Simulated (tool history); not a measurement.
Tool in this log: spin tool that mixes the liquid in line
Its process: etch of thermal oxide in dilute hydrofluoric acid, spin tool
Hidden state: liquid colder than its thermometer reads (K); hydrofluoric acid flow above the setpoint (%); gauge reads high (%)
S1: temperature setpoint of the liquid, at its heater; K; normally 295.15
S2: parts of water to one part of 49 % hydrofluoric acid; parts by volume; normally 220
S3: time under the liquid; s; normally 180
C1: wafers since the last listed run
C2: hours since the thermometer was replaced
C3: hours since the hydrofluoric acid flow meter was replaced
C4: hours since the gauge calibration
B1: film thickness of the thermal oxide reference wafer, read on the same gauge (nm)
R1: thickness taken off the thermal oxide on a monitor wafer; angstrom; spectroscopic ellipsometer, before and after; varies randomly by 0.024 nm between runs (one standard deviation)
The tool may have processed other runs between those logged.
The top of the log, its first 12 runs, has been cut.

run    hour      S1   S2   S3    C1     C2      C3     C4      B1     R1
 13   532.2  295.15  295  180   355  182.0  2447.0  103.5  59.982  22.26
 14   562.1  295.15  180  180   274  211.9  2476.9  133.4  60.036  40.26
 15   586.9  295.15  220  180   227  236.7  2501.7  158.2  59.979  32.37
 16   794.8  295.15  220  180  1907  444.6  2709.6  366.1  59.998  32.62
 17   863.3  295.15  220  180   628  513.1  2778.1  434.6  59.996  32.30
      909.7  -- hydrofluoric acid flow meter replaced
 18  1016.3  292.65  155  180  1394  666.1   106.6  587.6  59.985  40.90
 19  1080.1  292.15  125  285   585  729.9   170.4  651.4  59.984  81.24
 20  1130.7  298.65  280  180   464  780.5   221.0  702.0  59.986  24.85
 21  1157.7  295.15  220  180   247  807.5   248.0  729.0  59.949  30.10
 22  1198.4  291.65  220   90   373  848.2   288.7  769.7  59.992  12.76
 23  1241.3  295.15  120  225   393  891.1   331.6  812.6  59.996  75.35
 24  1296.2  292.65  220  180   503  946.0   386.5  867.5  59.946  27.11
 25  1348.6  293.65  175  135   480  998.4   438.9  919.9  59.990  27.11

The next listed run, before its measurement:
 26  1402.9  295.15  275  215  498  1052.7  493.2  974.2   ?   ?

Run 26 gave B1 59.963, R1 26.64 angstrom.
On a tool with no hidden condition, and with the same random variation, this run would have come out at R1 25.85 angstrom.
